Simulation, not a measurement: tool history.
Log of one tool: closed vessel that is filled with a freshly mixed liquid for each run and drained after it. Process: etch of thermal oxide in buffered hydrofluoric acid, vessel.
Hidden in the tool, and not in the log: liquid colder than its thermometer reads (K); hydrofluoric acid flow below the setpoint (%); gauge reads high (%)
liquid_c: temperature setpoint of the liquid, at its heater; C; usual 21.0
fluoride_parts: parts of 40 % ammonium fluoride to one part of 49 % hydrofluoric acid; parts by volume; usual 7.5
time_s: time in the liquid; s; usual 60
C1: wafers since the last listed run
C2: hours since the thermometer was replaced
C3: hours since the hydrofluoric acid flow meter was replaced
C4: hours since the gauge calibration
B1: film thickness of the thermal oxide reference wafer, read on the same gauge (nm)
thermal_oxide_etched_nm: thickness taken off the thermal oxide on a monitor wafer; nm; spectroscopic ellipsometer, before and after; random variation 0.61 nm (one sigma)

run 1 hour=0.0 | liquid_c=21.0 fluoride_parts=7.5 time_s=70 | C1=0 C2=830.8 C3=1558.1 C4=558.5 | B1=110.00 | thermal_oxide_etched_nm=78.46
run 2 hour=49.1 | liquid_c=21.0 fluoride_parts=7.5 time_s=70 | C1=5318 C2=879.9 C3=1607.2 C4=607.6 | B1=110.04 | thermal_oxide_etched_nm=77.34
run 3 hour=99.3 | liquid_c=21.0 fluoride_parts=7.0 time_s=60 | C1=5437 C2=930.1 C3=1657.4 C4=657.8 | B1=109.99 | thermal_oxide_etched_nm=70.80
run 4 hour=153.9 | liquid_c=21.0 fluoride_parts=7.5 time_s=60 | C1=5914 C2=984.7 C3=1712.0 C4=712.4 | B1=110.02 | thermal_oxide_etched_nm=65.98
run 5 hour=184.6 | liquid_c=21.0 fluoride_parts=6.5 time_s=60 | C1=3325 C2=1015.4 C3=1742.7 C4=743.1 | B1=109.98 | thermal_oxide_etched_nm=76.03
run 6 hour=243.9 | liquid_c=21.0 fluoride_parts=7.5 time_s=40 | C1=6423 C2=1074.7 C3=1802.0 C4=802.4 | B1=109.99 | thermal_oxide_etched_nm=42.90
run 7 hour=286.0 | liquid_c=21.0 fluoride_parts=7.5 time_s=60 | C1=4560 C2=1116.8 C3=1844.1 C4=844.5 | B1=109.99 | thermal_oxide_etched_nm=64.52
-- hour=309.3 gauge calibrated
run 8 hour=317.7 | liquid_c=21.0 fluoride_parts=7.5 time_s=60 | C1=3433 C2=1148.5 C3=1875.8 C4=8.4 | B1=110.01 | thermal_oxide_etched_nm=63.61
run 9 hour=363.9 | liquid_c=21.0 fluoride_parts=7.5 time_s=60 | C1=5004 C2=1194.7 C3=1922.0 C4=54.6 | B1=110.01 | thermal_oxide_etched_nm=63.13
run 10 hour=400.4 | liquid_c=17.0 fluoride_parts=7.5 time_s=60 | C1=3953 C2=1231.2 C3=1958.5 C4=91.1 | B1=109.99 | thermal_oxide_etched_nm=50.16
run 11 hour=428.3 | liquid_c=17.0 fluoride_parts=7.5 time_s=60 | C1=3022 C2=1259.1 C3=1986.4 C4=119.0 | B1=110.04 | thermal_oxide_etched_nm=50.01
run 12 hour=489.7 | liquid_c=18.0 fluoride_parts=9.5 time_s=60 | C1=6651 C2=1320.5 C3=2047.8 C4=180.4 | B1=109.97 | thermal_oxide_etched_nm=43.19
run 13 hour=525.4 | liquid_c=17.5 fluoride_parts=6.0 time_s=60 | C1=3867 C2=1356.2 C3=2083.5 C4=216.1 | B1=110.00 | thermal_oxide_etched_nm=63.86
-- hour=531.9 thermometer replaced
run 14 hour=567.7 | liquid_c=17.0 fluoride_parts=6.0 time_s=50 | C1=4473 C2=35.8 C3=2125.8 C4=258.4 | B1=109.98 | thermal_oxide_etched_nm=57.81
-- hour=579.3 hydrofluoric acid flow meter replaced
run 15 hour=613.4 | liquid_c=17.5 fluoride_parts=7.5 time_s=50 | C1=4842 C2=81.5 C3=34.1 C4=304.1 | B1=109.97 | thermal_oxide_etched_nm=53.77
run 16 hour=637.6 | liquid_c=17.5 fluoride_parts=7.5 time_s=50 | C1=2621 C2=105.7 C3=58.3 C4=328.3 | B1=110.01 | thermal_oxide_etched_nm=53.12
run 17 hour=666.0 | liquid_c=21.0 fluoride_parts=6.0 time_s=60 | C1=3076 C2=134.1 C3=86.7 C4=356.7 | B1=109.98 | thermal_oxide_etched_nm=96.04
run 18 hour=736.8 | liquid_c=24.0 fluoride_parts=6.0 time_s=50 | C1=7669 C2=204.9 C3=157.5 C4=427.5 | B1=109.96 | thermal_oxide_etched_nm=92.44
run 19 hour=778.5 | liquid_c=21.0 fluoride_parts=6.0 time_s=70 | C1=4517 C2=246.6 C3=199.2 C4=469.2 | B1=109.99 | thermal_oxide_etched_nm=109.33
run 20 hour=814.8 | liquid_c=24.5 fluoride_parts=7.5 time_s=50 | C1=3932 C2=282.9 C3=235.5 C4=505.5 | B1=110.01 | thermal_oxide_etched_nm=76.70
run 21 hour=866.2 | liquid_c=21.0 fluoride_parts=7.5 time_s=60 | C1=5567 C2=334.3 C3=286.9 C4=556.9 | B1=109.99 | thermal_oxide_etched_nm=75.61
run 22 hour=911.1 | liquid_c=23.5 fluoride_parts=7.5 time_s=40 | C1=4863 C2=379.2 C3=331.8 C4=601.8 | B1=110.00 | thermal_oxide_etched_nm=57.32
run 23 hour=937.8 | liquid_c=24.0 fluoride_parts=7.5 time_s=30 | C1=2892 C2=405.9 C3=358.5 C4=628.5 | B1=109.99 | thermal_oxide_etched_nm=44.27

5 ways to go on from here, each from the tool as it stands after run 23. What would each give?
run A hour=938.5 | liquid_c=21.0 fluoride_parts=5.0 time_s=60 | C1=75 C2=406.6 C3=359.2 C4=629.2 | B1=? | thermal_oxide_etched_nm=?
run B hour=938.5 | liquid_c=22.5 fluoride_parts=9.0 time_s=40 | C1=75 C2=406.6 C3=359.2 C4=629.2 | B1=? | thermal_oxide_etched_nm=?
run C hour=938.5 | liquid_c=24.5 fluoride_parts=6.5 time_s=40 | C1=75 C2=406.6 C3=359.2 C4=629.2 | B1=? | thermal_oxide_etched_nm=?
run D hour=938.5 | liquid_c=19.0 fluoride_parts=7.5 time_s=60 | C1=75 C2=406.6 C3=359.2 C4=629.2 | B1=? | thermal_oxide_etched_nm=?
run E hour=938.5 | liquid_c=21.0 fluoride_parts=6.0 time_s=85 | C1=75 C2=406.6 C3=359.2 C4=629.2 | B1=? | thermal_oxide_etched_nm=?

run=A B1=110.00 thermal_oxide_etched_nm=108.25
run=B B1=110.00 thermal_oxide_etched_nm=45.02
run=C B1=110.00 thermal_oxide_etched_nm=69.94
run=D B1=110.00 thermal_oxide_etched_nm=66.95
run=E B1=110.00 thermal_oxide_etched_nm=131.34
Without the tool's hidden state the same runs would have given:
run=A thermal_oxide_etched_nm=114.40
run=B thermal_oxide_etched_nm=47.33
run=C thermal_oxide_etched_nm=73.90
run=D thermal_oxide_etched_nm=71.19
run=E thermal_oxide_etched_nm=138.89

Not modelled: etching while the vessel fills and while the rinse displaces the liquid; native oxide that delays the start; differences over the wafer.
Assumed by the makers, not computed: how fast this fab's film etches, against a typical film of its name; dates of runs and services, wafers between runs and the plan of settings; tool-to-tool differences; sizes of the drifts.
